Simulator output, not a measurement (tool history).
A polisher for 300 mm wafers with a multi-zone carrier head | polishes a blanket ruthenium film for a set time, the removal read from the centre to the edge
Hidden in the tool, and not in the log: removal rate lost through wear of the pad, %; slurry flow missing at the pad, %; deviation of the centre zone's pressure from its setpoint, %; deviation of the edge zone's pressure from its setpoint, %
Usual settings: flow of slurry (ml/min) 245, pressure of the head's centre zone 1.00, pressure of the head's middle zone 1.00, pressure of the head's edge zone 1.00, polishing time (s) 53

run,hour,flow of slurry (ml/min),pressure of the head's centre zone,pressure of the head's middle zone,pressure of the head's edge zone,polishing time (s),wafers since the last listed run,wafers polished on this pad,hours since the slurry nozzle was cleaned,hours since the centre zone pressure was calibrated,hours since the edge zone pressure was calibrated,hours since the carrier head's membrane was replaced,"incoming thickness of the incoming film, nm",film removed at the wafer's centre (angstrom),film removed at mid-radius (angstrom),film removed at the wafer's edge (angstrom)
1,0.0,245,1.00,1.00,1.00,53,0,2510,384.0,541.9,643.1,1465.7,259.9,422,396,407
2,56.7,245,1.00,1.00,1.00,53,726,3236,440.7,598.6,699.8,1522.4,265.6,421,398,404
# hour 118.4: worn pad replaced by a new one
3,124.1,245,1.00,1.00,1.00,53,812,72,508.1,666.0,767.2,1589.8,256.6,457,432,442
4,177.6,245,1.00,1.00,1.00,44,685,758,561.6,719.5,820.7,1643.3,257.4,364,337,350
# hour 194.9: carrier head's membrane replaced by a new one
5,212.2,245,1.00,1.00,1.00,44,379,1137,596.2,754.1,855.3,17.3,260.7,369,341,350
6,237.2,245,1.00,1.00,1.00,44,320,1457,621.2,779.1,880.3,42.3,258.5,350,336,344
# hour 296.6: centre zone pressure recalibrated
7,297.3,245,1.00,1.00,1.00,53,744,2201,681.3,0.7,940.4,102.4,262.7,414,406,409
# hour 347.7: edge zone pressure recalibrated
8,348.0,245,1.00,1.00,1.00,53,623,2825,732.0,51.4,0.3,153.1,259.6,421,399,404
9,393.7,245,1.00,1.00,1.00,60,585,3410,777.7,97.1,46.0,198.8,258.2,463,445,449
# hour 409.3: worn pad replaced by a new one
# hour 446.3: slurry nozzle cleaned
10,452.2,330,1.00,1.00,1.00,53,685,536,5.9,155.6,104.5,257.3,258.2,475,448,452
11,521.2,245,0.91,1.00,1.00,53,883,1420,74.9,224.6,173.5,326.3,257.6,408,421,428
12,579.0,305,1.00,0.90,1.00,62,740,2160,132.7,282.4,231.3,384.1,254.7,528,453,502
13,615.4,215,1.00,1.09,1.04,59,466,2626,169.1,318.8,267.7,420.5,264.0,479,477,466
14,646.6,245,1.09,1.06,1.07,67,399,3026,200.3,350.0,298.9,451.7,257.9,590,534,545
15,699.3,245,1.00,0.89,1.00,59,675,3701,253.0,402.7,351.6,504.4,259.7,469,408,456
# hour 743.3: worn pad replaced by a new one
16,744.3,245,1.00,1.06,1.00,70,525,12,298.0,447.7,396.6,549.4,262.2,616,601,589
17,782.9,320,1.00,1.00,1.12,53,494,506,336.6,486.3,435.2,588.0,260.4,453,438,461
18,846.1,245,1.00,1.00,1.00,60,809,1316,399.8,549.5,498.4,651.2,258.7,484,463,477
19,875.2,245,1.00,1.00,1.00,53,372,1689,428.9,578.6,527.5,680.3,260.6,426,405,417
20,1040.2,245,1.00,1.00,0.95,53,2113,3802,593.9,743.6,692.5,845.3,256.8,420,399,393
# hour 1055.6: worn pad replaced by a new one
21,1067.2,245,1.00,1.00,1.00,59,294,148,620.9,770.6,719.5,872.3,256.8,498,472,478
# hour 1076.4: centre zone pressure recalibrated
22,1095.4,245,1.00,1.00,1.00,53,335,483,649.1,19.0,747.7,900.5,263.5,433,416,421
23,1140.8,245,1.00,1.00,1.00,53,581,1065,694.5,64.4,793.1,945.9,255.5,428,415,410

3 ways to go on from here, each from the tool as it stands after run 23. What would each give?
A,1141.2,245,1.00,1.00,1.00,53,5,1070,694.9,64.8,793.5,946.3,256.8,?,?,?
B,1141.2,195,1.00,1.00,0.93,53,5,1070,694.9,64.8,793.5,946.3,256.8,?,?,?
C,1141.2,165,1.00,1.00,1.00,36,5,1070,694.9,64.8,793.5,946.3,256.8,?,?,?

run,film removed at the wafer's centre (angstrom),film removed at mid-radius (angstrom),film removed at the wafer's edge (angstrom)
A,424,407,409
B,413,397,389
C,274,265,269
Without the tool's hidden state the same runs would have given:
run,film removed at the wafer's centre (angstrom),film removed at mid-radius (angstrom),film removed at the wafer's edge (angstrom)
A,477,456,453
B,468,448,433
C,313,300,301
